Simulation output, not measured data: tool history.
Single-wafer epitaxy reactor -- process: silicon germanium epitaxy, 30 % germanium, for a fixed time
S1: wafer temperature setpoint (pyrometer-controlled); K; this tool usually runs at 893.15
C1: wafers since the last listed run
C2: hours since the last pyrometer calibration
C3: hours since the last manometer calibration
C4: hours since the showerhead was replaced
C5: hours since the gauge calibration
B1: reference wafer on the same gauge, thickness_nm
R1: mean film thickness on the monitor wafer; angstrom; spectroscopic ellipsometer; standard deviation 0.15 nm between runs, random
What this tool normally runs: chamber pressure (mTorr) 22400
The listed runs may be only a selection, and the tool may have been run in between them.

{"run": 1, "hour": 0.0, "S1": 893.15, "chamber pressure (mTorr)": 23900, "C1": 0, "C2": 2058.9, "C3": 2529.5, "C4": 3230.2, "C5": 126, "B1": 84.4, "R1": 887.72}
{"run": 2, "hour": 8.2, "S1": 893.15, "chamber pressure (mTorr)": 18000, "C1": 191, "C2": 2067.1, "C3": 2537.7, "C4": 3238.4, "C5": 134.2, "B1": 84.395, "R1": 830.88}
{"run": 3, "hour": 21.7, "S1": 893.15, "chamber pressure (mTorr)": 18000, "C1": 314, "C2": 2080.6, "C3": 2551.2, "C4": 3251.9, "C5": 147.7, "B1": 84.429, "R1": 827.43}
{"run": 4, "hour": 38.9, "S1": 893.15, "chamber pressure (mTorr)": 22400, "C1": 400, "C2": 2097.8, "C3": 2568.4, "C4": 3269.1, "C5": 164.9, "B1": 84.396, "R1": 875.33}
{"hour": 54.1, "done": "capacitance manometer re-zeroed and calibrated"}
{"run": 5, "hour": 55.2, "S1": 893.15, "chamber pressure (mTorr)": 21000, "C1": 193, "C2": 2114.1, "C3": 1.1, "C4": 3285.4, "C5": 181.2, "B1": 84.388, "R1": 860.74}
{"run": 6, "hour": 68.1, "S1": 893.15, "chamber pressure (mTorr)": 26800, "C1": 300, "C2": 2127, "C3": 14, "C4": 3298.3, "C5": 194.1, "B1": 84.414, "R1": 914.95}
{"hour": 77.1, "done": "gauge calibrated"}
{"hour": 82.0, "done": "pyrometer calibrated"}
{"run": 7, "hour": 82.5, "S1": 882.15, "chamber pressure (mTorr)": 22400, "C1": 149, "C2": 0.5, "C3": 28.4, "C4": 3312.7, "C5": 5.4, "B1": 84.402, "R1": 807.83}
{"run": 8, "hour": 85.4, "S1": 883.15, "chamber pressure (mTorr)": 26800, "C1": 67, "C2": 3.4, "C3": 31.3, "C4": 3315.6, "C5": 8.3, "B1": 84.398, "R1": 858.74}
{"run": 9, "hour": 96.5, "S1": 889.15, "chamber pressure (mTorr)": 25500, "C1": 258, "C2": 14.5, "C3": 42.4, "C4": 3326.7, "C5": 19.4, "B1": 84.379, "R1": 926.89}
{"run": 10, "hour": 106.0, "S1": 893.15, "chamber pressure (mTorr)": 24800, "C1": 221, "C2": 24, "C3": 51.9, "C4": 3336.2, "C5": 28.9, "B1": 84.427, "R1": 980.56}
{"hour": 121.5, "done": "showerhead replaced, of another model than before"}
{"run": 11, "hour": 122.0, "S1": 881.15, "chamber pressure (mTorr)": 18300, "C1": 186, "C2": 40, "C3": 67.9, "C4": 0.5, "C5": 44.9, "B1": 84.432, "R1": 728.18}
{"run": 12, "hour": 131.3, "S1": 893.15, "chamber pressure (mTorr)": 22400, "C1": 216, "C2": 49.3, "C3": 77.2, "C4": 9.8, "C5": 54.2, "B1": 84.409, "R1": 955.44}
{"run": 13, "hour": 148.5, "S1": 893.15, "chamber pressure (mTorr)": 24100, "C1": 400, "C2": 66.5, "C3": 94.4, "C4": 27, "C5": 71.4, "B1": 84.403, "R1": 977.29}
{"run": 14, "hour": 163.1, "S1": 893.15, "chamber pressure (mTorr)": 18900, "C1": 340, "C2": 81.1, "C3": 109, "C4": 41.6, "C5": 86, "B1": 84.429, "R1": 891.92}
{"run": 15, "hour": 172.9, "S1": 888.15, "chamber pressure (mTorr)": 24300, "C1": 228, "C2": 90.9, "C3": 118.8, "C4": 51.4, "C5": 95.8, "B1": 84.394, "R1": 904.23}

Subtracting, for every run, the result it would have given without the tool's unlogged condition from the measured result gives the following. The same run-to-run variation enters both numbers; the gauge's scatter may not:
Hidden conditions of the tool in this case: wafer temperature above the value expected at the setpoint (K); true pressure above the setpoint (%); gauge reads high (%).
run=1 R1=-81.74
run=2 R1=-76.56
run=3 R1=-76.34
run=4 R1=-80.87
run=5 R1=-79.63
run=6 R1=-84.74
run=7 R1=+6.08
run=8 R1=+6.08
run=9 R1=+5.03
run=10 R1=+3.99
run=11 R1=+1.41
run=12 R1=+0.61
run=13 R1=-1.58
run=14 R1=-3.12
run=15 R1=-4.34
